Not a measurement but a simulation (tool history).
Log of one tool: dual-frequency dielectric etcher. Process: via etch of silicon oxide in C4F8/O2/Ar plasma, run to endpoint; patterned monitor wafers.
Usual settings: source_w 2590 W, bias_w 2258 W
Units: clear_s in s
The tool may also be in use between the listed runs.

run,day,source_w,bias_w,"incoming incoming film thickness, nm",clear_s
1,0.000,2780,2258,996.2,166.8
2,2.358,2780,2258,999.0,166.9
3,5.321,2590,2258,999.4,172.0
4,8.050,2590,2258,1004.5,175.0
5,9.950,2590,2258,997.5,172.2
# day 14.458: wet clean of the chamber
6,14.479,2590,1875,1009.4,169.6
7,16.483,2590,1875,1011.6,172.2
8,20.229,2590,2464,996.3,154.4
# day 21.671: source power generator calibrated
9,22.846,2590,2464,988.3,154.3
# day 26.388: wet clean of the chamber, repeated, since the last time left the tool worse
10,26.767,2590,2464,1000.7,163.4
11,29.046,2790,2258,1002.7,165.6
12,31.754,2590,2258,1007.3,171.0
# day 33.067: bias power generator calibrated
13,33.367,2590,2258,992.6,170.1
14,35.283,2130,1696,1005.0,198.1
15,39.154,2960,1936,1006.3,173.9
16,40.992,2030,1871,999.3,196.4
17,43.404,2590,2759,991.8,159.2
18,45.029,2890,2258,1008.3,168.5
# day 52.133: upper electrode replaced
# day 55.692: wet clean of the chamber
19,55.712,2780,2258,1004.6,169.2
20,58.112,3110,2499,1006.4,158.1
21,60.433,3170,1710,1004.2,179.1
22,66.758,2990,1807,1000.5,177.1

Forecast each of these 3 alternatives for the next run:
A,66.779,2200,2258,1006.9,?
B,66.779,2800,2730,1006.9,?
C,66.779,2310,2258,1006.9,?

run,clear_s
A,179.5
B,157.6
C,177.1
Without the tool's hidden state the same runs would have given:
run,clear_s
A,175.4
B,154.0
C,173.1
